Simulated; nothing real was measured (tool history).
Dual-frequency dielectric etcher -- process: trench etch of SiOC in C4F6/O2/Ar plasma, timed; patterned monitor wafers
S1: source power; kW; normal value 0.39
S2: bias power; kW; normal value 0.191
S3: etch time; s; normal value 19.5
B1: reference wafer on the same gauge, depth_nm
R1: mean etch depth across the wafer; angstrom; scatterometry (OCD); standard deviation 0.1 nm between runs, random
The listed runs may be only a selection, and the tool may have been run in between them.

run 1 hour=0 | S1=0.39 S2=0.191 S3=19.5 | B1=45.62 | R1=384.6
run 2 hour=59.3 | S1=0.39 S2=0.191 S3=19.5 | B1=45.61 | R1=384.7
-- hour=142 wet clean of the chamber
run 3 hour=142.5 | S1=0.39 S2=0.191 S3=19.5 | B1=45.58 | R1=384.6
run 4 hour=212.7 | S1=0.39 S2=0.191 S3=19.5 | B1=45.6 | R1=384.2
run 5 hour=251.4 | S1=0.39 S2=0.191 S3=19.5 | B1=45.59 | R1=383.7
run 6 hour=358.9 | S1=0.39 S2=0.191 S3=19.5 | B1=45.61 | R1=383
run 7 hour=446.4 | S1=0.39 S2=0.191 S3=18.5 | B1=45.59 | R1=364.2
run 8 hour=510.5 | S1=0.39 S2=0.191 S3=18.5 | B1=45.57 | R1=362.9
-- hour=599.8 wet clean of the chamber
run 9 hour=606.6 | S1=0.44 S2=0.225 S3=19.5 | B1=45.61 | R1=414.1
-- hour=628.6 gauge calibrated
run 10 hour=678.7 | S1=0.43 S2=0.191 S3=19.5 | B1=45.64 | R1=395.1
run 11 hour=748.6 | S1=0.43 S2=0.191 S3=19.5 | B1=45.6 | R1=395.6
-- hour=815 upper electrode replaced
run 12 hour=815.5 | S1=0.43 S2=0.191 S3=19.5 | B1=45.6 | R1=395.2
run 13 hour=876.3 | S1=0.39 S2=0.191 S3=19.5 | B1=45.58 | R1=383.7
run 14 hour=933.8 | S1=0.39 S2=0.191 S3=19.5 | B1=45.62 | R1=384.3
run 15 hour=1016.2 | S1=0.39 S2=0.191 S3=19.5 | B1=45.58 | R1=384.8
run 16 hour=1087.9 | S1=0.39 S2=0.191 S3=19.5 | B1=45.61 | R1=383
-- hour=1125.4 wet clean of the chamber
run 17 hour=1141.6 | S1=0.39 S2=0.21 S3=23 | B1=45.62 | R1=461.1
run 18 hour=1233.2 | S1=0.39 S2=0.191 S3=19.5 | B1=45.59 | R1=384.2
run 19 hour=1289.3 | S1=0.39 S2=0.236 S3=21 | B1=45.63 | R1=431.9
run 20 hour=1366.2 | S1=0.39 S2=0.21 S3=23 | B1=45.58 | R1=461.7
run 21 hour=1440.5 | S1=0.39 S2=0.162 S3=19.5 | B1=45.59 | R1=370.6
-- hour=1449.3 source power generator calibrated
run 22 hour=1486.7 | S1=0.49 S2=0.232 S3=22 | B1=45.57 | R1=490.7
-- hour=1521.7 bias power generator calibrated
run 23 hour=1541.7 | S1=0.39 S2=0.21 S3=15 | B1=45.59 | R1=305
run 24 hour=1610.6 | S1=0.34 S2=0.191 S3=25 | B1=45.59 | R1=479.6
-- hour=1681.8 wet clean of the chamber
run 25 hour=1682.3 | S1=0.39 S2=0.191 S3=19.5 | B1=45.61 | R1=389.3
run 26 hour=1753.2 | S1=0.42 S2=0.205 S3=15 | B1=45.62 | R1=309.6
run 27 hour=1860.1 | S1=0.39 S2=0.152 S3=19.5 | B1=45.61 | R1=369.8
run 28 hour=1946.6 | S1=0.44 S2=0.168 S3=19.5 | B1=45.61 | R1=392

Below are 4 alternative next runs, each starting from the tool's condition after run 28. Predict each:
run A hour=1947 | S1=0.48 S2=0.191 S3=19.5 | B1=? | R1=?
run B hour=1947 | S1=0.42 S2=0.225 S3=19.5 | B1=? | R1=?
run C hour=1947 | S1=0.47 S2=0.208 S3=25.5 | B1=? | R1=?
run D hour=1947 | S1=0.34 S2=0.216 S3=19.5 | B1=? | R1=?

run=A B1=45.62 R1=412.8
run=B B1=45.62 R1=410.3
run=C B1=45.62 R1=546.3
run=D B1=45.62 R1=380.9
With the hidden condition removed and each run's random variation left untouched, the same runs would have given:
run=A R1=415.2
run=B R1=412.7
run=C R1=549.4
run=D R1=383
